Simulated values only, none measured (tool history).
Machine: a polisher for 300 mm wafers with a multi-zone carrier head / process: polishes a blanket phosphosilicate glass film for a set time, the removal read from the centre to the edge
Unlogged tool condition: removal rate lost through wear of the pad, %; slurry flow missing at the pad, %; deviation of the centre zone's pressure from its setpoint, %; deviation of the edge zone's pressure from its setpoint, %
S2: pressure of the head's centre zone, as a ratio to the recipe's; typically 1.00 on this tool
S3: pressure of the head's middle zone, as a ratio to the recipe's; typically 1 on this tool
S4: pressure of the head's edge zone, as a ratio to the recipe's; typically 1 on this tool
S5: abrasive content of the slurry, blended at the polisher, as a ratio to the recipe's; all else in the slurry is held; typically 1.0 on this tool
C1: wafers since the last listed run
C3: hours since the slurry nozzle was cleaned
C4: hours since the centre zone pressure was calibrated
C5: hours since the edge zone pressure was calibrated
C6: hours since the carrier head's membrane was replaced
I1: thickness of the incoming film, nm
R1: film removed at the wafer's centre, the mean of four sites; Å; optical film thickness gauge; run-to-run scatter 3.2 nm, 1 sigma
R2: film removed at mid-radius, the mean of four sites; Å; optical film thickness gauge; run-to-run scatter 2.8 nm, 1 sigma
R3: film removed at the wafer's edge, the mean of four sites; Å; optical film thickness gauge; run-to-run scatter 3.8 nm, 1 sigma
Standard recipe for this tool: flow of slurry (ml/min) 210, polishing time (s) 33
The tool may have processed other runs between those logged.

{"run": 1, "hour": 0.0, "flow of slurry (ml/min)": 210, "S2": 1.0, "S3": 1, "S4": 1, "S5": 1.0, "polishing time (s)": 33, "C1": 0, "wafers polished on this pad": 1065, "C3": 196.9, "C4": 236.0, "C5": 1034.1, "C6": 498.0, "I1": 4528.6, "R1": 3306, "R2": 3329, "R3": 3417}
{"run": 2, "hour": 54.9, "flow of slurry (ml/min)": 210, "S2": 0.96, "S3": 1, "S4": 1, "S5": 1.0, "polishing time (s)": 33, "C1": 761, "wafers polished on this pad": 1827, "C3": 251.8, "C4": 290.9, "C5": 1089.0, "C6": 552.9, "I1": 4617.2, "R1": 3156, "R2": 3265, "R3": 3403}
{"run": 3, "hour": 111.2, "flow of slurry (ml/min)": 210, "S2": 0.96, "S3": 1, "S4": 1, "S5": 1.0, "polishing time (s)": 33, "C1": 780, "wafers polished on this pad": 2608, "C3": 308.1, "C4": 347.2, "C5": 1145.3, "C6": 609.2, "I1": 4545.9, "R1": 2999, "R2": 3160, "R3": 3369}
{"hour": 156.1, "done": "worn pad replaced by a new one"}
{"run": 4, "hour": 158.0, "flow of slurry (ml/min)": 210, "S2": 1.0, "S3": 1, "S4": 1, "S5": 1.0, "polishing time (s)": 33, "C1": 593, "wafers polished on this pad": 26, "C3": 354.9, "C4": 394.0, "C5": 1192.1, "C6": 656.0, "I1": 4599.1, "R1": 3129, "R2": 3260, "R3": 3332}
{"run": 5, "hour": 195.1, "flow of slurry (ml/min)": 210, "S2": 1.0, "S3": 1, "S4": 1, "S5": 1.0, "polishing time (s)": 33, "C1": 514, "wafers polished on this pad": 540, "C3": 392.0, "C4": 431.1, "C5": 1229.2, "C6": 693.1, "I1": 4563.4, "R1": 3215, "R2": 3205, "R3": 3369}
{"run": 6, "hour": 232.5, "flow of slurry (ml/min)": 210, "S2": 1.0, "S3": 1, "S4": 1, "S5": 1.0, "polishing time (s)": 33, "C1": 518, "wafers polished on this pad": 1059, "C3": 429.4, "C4": 468.5, "C5": 1266.6, "C6": 730.5, "I1": 4506.5, "R1": 3137, "R2": 3193, "R3": 3341}
{"run": 7, "hour": 287.9, "flow of slurry (ml/min)": 210, "S2": 1.0, "S3": 1, "S4": 1, "S5": 1.0, "polishing time (s)": 33, "C1": 768, "wafers polished on this pad": 1827, "C3": 484.8, "C4": 523.9, "C5": 1322.0, "C6": 785.9, "I1": 4646.1, "R1": 3090, "R2": 3092, "R3": 3278}
{"run": 8, "hour": 352.6, "flow of slurry (ml/min)": 210, "S2": 1.0, "S3": 1, "S4": 1, "S5": 1.0, "polishing time (s)": 33, "C1": 897, "wafers polished on this pad": 2724, "C3": 549.5, "C4": 588.6, "C5": 1386.7, "C6": 850.6, "I1": 4577.1, "R1": 2977, "R2": 3007, "R3": 3179}
{"hour": 391.9, "done": "worn pad replaced by a new one"}
{"run": 9, "hour": 412.4, "flow of slurry (ml/min)": 210, "S2": 1.0, "S3": 1, "S4": 1, "S5": 1.0, "polishing time (s)": 33, "C1": 773, "wafers polished on this pad": 284, "C3": 609.3, "C4": 648.4, "C5": 1446.5, "C6": 910.4, "I1": 4563.9, "R1": 2982, "R2": 3097, "R3": 3249}
{"hour": 434.3, "done": "slurry nozzle cleaned"}
{"run": 10, "hour": 478.3, "flow of slurry (ml/min)": 210, "S2": 1.0, "S3": 1, "S4": 1, "S5": 1.0, "polishing time (s)": 33, "C1": 900, "wafers polished on this pad": 1184, "C3": 44.0, "C4": 714.3, "C5": 1512.4, "C6": 976.3, "I1": 4630.7, "R1": 3385, "R2": 3433, "R3": 3513}

Estimate the outcome of run 11 from the log above:
{"run": 11, "hour": 533.5, "flow of slurry (ml/min)": 210, "S2": 0.94, "S3": 1, "S4": 1, "S5": 1.2, "polishing time (s)": 33, "C1": 765, "wafers polished on this pad": 1950, "C3": 99.2, "C4": 769.5, "C5": 1567.6, "C6": 1031.5, "I1": 4582.0, "R1": "?", "R2": "?", "R3": "?"}

R1: 3447 Å
R2: 3692 Å
R3: 3766 Å
Had the tool carried no hidden state, the very same run would have given R1 3559 Å, R2 3806 Å, R3 3870 Å.
